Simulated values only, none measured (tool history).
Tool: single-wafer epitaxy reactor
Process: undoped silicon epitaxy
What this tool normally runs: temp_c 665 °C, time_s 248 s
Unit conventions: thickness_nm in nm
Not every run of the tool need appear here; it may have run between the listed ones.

run	hour	temp_c	time_s	read-back reference wafer on the same gauge, thickness_nm	thickness_nm
1	0	665	248	58.286	57.633
2	11.4	665	248	58.369	57.043
3	18	665	248	58.344	57.734
4	24.7	665	248	58.323	57.809
5	38.7	665	248	58.302	57.087
6	46.1	665	248	58.289	57.332
7	57	665	248	58.269	57.234
8	70.3	665	248	58.377	57.128
9	81.8	661	267	58.246	56.284
10	90.8	665	248	58.246	57.293
11	97.6	665	248	58.237	57.309
12	115.3	665	248	58.334	57.218
13	125	671	288	58.293	76.93
14	135.8	674	264	58.328	75.809
15	151.8	655	287	58.326	45.254
16	157.8	679	232	58.339	64.339
17	171.4	654	268	58.337	41.242
18	188.9	659	292	58.261	51.197
19	204.2	679	232	58.325	65.345
20	213.4	679	290	58.268	80.905
21	228.6	650	248	58.211	35.027
22	235.5	665	248	58.374	50.892
23	248.1	665	248	58.3	50.916
24	258.4	661	269	58.32	50.338
25	266.2	665	293	58.262	60.117

Withheld: 3 entries from between the runs. Position of each, and hidden state at the listed run before versus the listed run after:
Runs 3 to 4: gauge calibrated (hour 19.8)
  both runs share identical hidden conditions
  measured less the result without the state, thickness_nm: +8.069 -> +8.086 nm
Runs 14 to 15: pyrometer calibrated (hour 151.3)
  wafer temperature above the value expected at the setpoint (K): 6.41 -> 0.231
  measured less the result without the state, thickness_nm: +10.537 -> +0.256 nm
Runs 17 to 18: gauge calibrated (hour 174)
  wafer temperature above the value expected at the setpoint (K): 0.487 -> 0.706
  measured less the result without the state, thickness_nm: +0.492 -> +0.874 nm

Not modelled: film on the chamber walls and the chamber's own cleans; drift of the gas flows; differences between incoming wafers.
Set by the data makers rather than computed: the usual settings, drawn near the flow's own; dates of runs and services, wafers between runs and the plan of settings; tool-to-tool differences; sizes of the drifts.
